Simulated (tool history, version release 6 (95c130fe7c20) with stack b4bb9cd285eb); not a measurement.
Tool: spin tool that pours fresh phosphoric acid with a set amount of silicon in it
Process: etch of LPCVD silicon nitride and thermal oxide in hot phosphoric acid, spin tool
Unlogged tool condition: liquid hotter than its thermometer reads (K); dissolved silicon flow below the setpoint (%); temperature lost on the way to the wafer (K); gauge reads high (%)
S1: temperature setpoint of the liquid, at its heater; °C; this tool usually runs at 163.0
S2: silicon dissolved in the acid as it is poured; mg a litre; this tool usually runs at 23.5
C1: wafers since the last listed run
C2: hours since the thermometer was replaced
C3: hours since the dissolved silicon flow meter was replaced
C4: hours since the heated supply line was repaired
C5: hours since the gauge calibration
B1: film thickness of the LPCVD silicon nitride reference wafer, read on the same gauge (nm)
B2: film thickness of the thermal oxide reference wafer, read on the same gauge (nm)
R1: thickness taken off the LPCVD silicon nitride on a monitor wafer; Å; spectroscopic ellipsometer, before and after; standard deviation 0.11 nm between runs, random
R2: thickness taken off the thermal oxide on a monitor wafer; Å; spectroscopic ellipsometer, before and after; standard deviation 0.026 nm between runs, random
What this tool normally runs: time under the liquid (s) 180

run 1 hour=0.0 | S1=163.0 S2=23.5 time_under_the_liquid_(s)=180 | C1=0 C2=1590.4 C3=996.2 C4=983.8 C5=1569.7 | B1=90.01 B2=70.006 | R1=175.6 R2=3.45
run 2 hour=49.3 | S1=163.0 S2=23.5 time_under_the_liquid_(s)=180 | C1=243 C2=1639.7 C3=1045.5 C4=1033.1 C5=1619.0 | B1=90.00 B2=69.997 | R1=177.3 R2=3.43
run 3 hour=104.2 | S1=163.0 S2=23.5 time_under_the_liquid_(s)=180 | C1=270 C2=1694.6 C3=1100.4 C4=1088.0 C5=1673.9 | B1=89.99 B2=70.012 | R1=179.5 R2=3.95
run 4 hour=185.4 | S1=163.0 S2=23.5 time_under_the_liquid_(s)=180 | C1=400 C2=1775.8 C3=1181.6 C4=1169.2 C5=1755.1 | B1=90.00 B2=70.010 | R1=179.5 R2=3.82
run 5 hour=281.2 | S1=163.0 S2=23.5 time_under_the_liquid_(s)=180 | C1=472 C2=1871.6 C3=1277.4 C4=1265.0 C5=1850.9 | B1=89.99 B2=69.964 | R1=178.8 R2=4.18
-- hour=473.2 dissolved silicon flow meter replaced
run 6 hour=474.8 | S1=163.0 S2=23.5 time_under_the_liquid_(s)=180 | C1=950 C2=2065.2 C3=1.6 C4=1458.6 C5=2044.5 | B1=90.01 B2=69.978 | R1=180.4 R2=3.94
-- hour=660.8 thermometer replaced
run 7 hour=748.3 | S1=163.0 S2=23.5 time_under_the_liquid_(s)=180 | C1=1344 C2=87.5 C3=275.1 C4=1732.1 C5=2318.0 | B1=89.98 B2=69.964 | R1=168.3 R2=3.43
run 8 hour=809.7 | S1=163.0 S2=23.5 time_under_the_liquid_(s)=180 | C1=302 C2=148.9 C3=336.5 C4=1793.5 C5=2379.4 | B1=90.03 B2=70.014 | R1=168.8 R2=3.11
run 9 hour=891.3 | S1=163.0 S2=23.5 time_under_the_liquid_(s)=180 | C1=402 C2=230.5 C3=418.1 C4=1875.1 C5=2461.0 | B1=89.99 B2=69.998 | R1=170.2 R2=3.55
run 10 hour=1177.2 | S1=163.0 S2=23.5 time_under_the_liquid_(s)=180 | C1=1410 C2=516.4 C3=704.0 C4=2161.0 C5=2746.9 | B1=90.01 B2=69.983 | R1=172.7 R2=3.36
run 11 hour=1277.5 | S1=161.0 S2=23.5 time_under_the_liquid_(s)=180 | C1=494 C2=616.7 C3=804.3 C4=2261.3 C5=2847.2 | B1=90.01 B2=69.983 | R1=161.9 R2=3.29
-- hour=1280.1 gauge calibrated
run 12 hour=1348.2 | S1=163.0 S2=23.5 time_under_the_liquid_(s)=180 | C1=348 C2=687.4 C3=875.0 C4=2332.0 C5=68.1 | B1=90.01 B2=70.045 | R1=169.8 R2=3.74
run 13 hour=1419.3 | S1=164.5 S2=18.0 time_under_the_liquid_(s)=120 | C1=350 C2=758.5 C3=946.1 C4=2403.1 C5=139.2 | B1=90.01 B2=69.986 | R1=120.7 R2=2.96
run 14 hour=1501.3 | S1=164.5 S2=33.0 time_under_the_liquid_(s)=180 | C1=404 C2=840.5 C3=1028.1 C4=2485.1 C5=221.2 | B1=90.01 B2=70.006 | R1=182.3 R2=2.78
-- hour=1602.6 heated supply line repaired
run 15 hour=1603.1 | S1=165.5 S2=6.0 time_under_the_liquid_(s)=180 | C1=497 C2=942.3 C3=1129.9 C4=0.5 C5=323.0 | B1=90.00 B2=70.001 | R1=186.2 R2=6.46
run 16 hour=1701.0 | S1=163.0 S2=16.5 time_under_the_liquid_(s)=215 | C1=482 C2=1040.2 C3=1227.8 C4=98.4 C5=420.9 | B1=90.02 B2=70.000 | R1=206.3 R2=5.50
run 17 hour=1744.8 | S1=164.5 S2=7.5 time_under_the_liquid_(s)=265 | C1=216 C2=1084.0 C3=1271.6 C4=142.2 C5=464.7 | B1=89.98 B2=69.997 | R1=268.5 R2=8.57
run 18 hour=1840.5 | S1=163.0 S2=23.5 time_under_the_liquid_(s)=180 | C1=472 C2=1179.7 C3=1367.3 C4=237.9 C5=560.4 | B1=90.01 B2=69.990 | R1=173.1 R2=3.64
-- hour=2003.3 dissolved silicon flow meter replaced
run 19 hour=2008.7 | S1=163.0 S2=23.5 time_under_the_liquid_(s)=180 | C1=824 C2=1347.9 C3=5.4 C4=406.1 C5=728.6 | B1=89.99 B2=70.016 | R1=175.6 R2=3.74
run 20 hour=2077.0 | S1=163.0 S2=39.0 time_under_the_liquid_(s)=95 | C1=336 C2=1416.2 C3=73.7 C4=474.4 C5=796.9 | B1=89.99 B2=69.997 | R1=92.9 R2=1.11
run 21 hour=2181.5 | S1=163.0 S2=23.5 time_under_the_liquid_(s)=180 | C1=515 C2=1520.7 C3=178.2 C4=578.9 C5=901.4 | B1=90.00 B2=70.068 | R1=175.6 R2=3.65
run 22 hour=2224.4 | S1=165.5 S2=40.0 time_under_the_liquid_(s)=180 | C1=211 C2=1563.6 C3=221.1 C4=621.8 C5=944.3 | B1=90.01 B2=69.981 | R1=191.8 R2=2.16

Forecast each of these 4 alternatives for the next run:
run A hour=2224.9 | S1=163.0 S2=23.5 time_under_the_liquid_(s)=180 | C1=2 C2=1564.1 C3=221.6 C4=622.3 C5=944.8 | B1=? B2=? | R1=? R2=?
run B hour=2224.9 | S1=161.0 S2=4.5 time_under_the_liquid_(s)=70 | C1=2 C2=1564.1 C3=221.6 C4=622.3 C5=944.8 | B1=? B2=? | R1=? R2=?
run C hour=2224.9 | S1=166.0 S2=41.0 time_under_the_liquid_(s)=145 | C1=2 C2=1564.1 C3=221.6 C4=622.3 C5=944.8 | B1=? B2=? | R1=? R2=?
run D hour=2224.9 | S1=164.5 S2=23.5 time_under_the_liquid_(s)=115 | C1=2 C2=1564.1 C3=221.6 C4=622.3 C5=944.8 | B1=? B2=? | R1=? R2=?

run=A B1=89.99 B2=70.028 R1=175.0 R2=3.89
run=B B1=89.99 B2=70.028 R1=63.7 R2=2.10
run=C B1=89.99 B2=70.028 R1=155.5 R2=1.73
run=D B1=89.99 B2=70.028 R1=117.5 R2=2.77
Had the tool no hidden state, the same runs would have come out as:
run=A R1=166.8 R2=3.50
run=B R1=60.7 R2=1.88
run=C R1=148.3 R2=1.56
run=D R1=112.0 R2=2.49
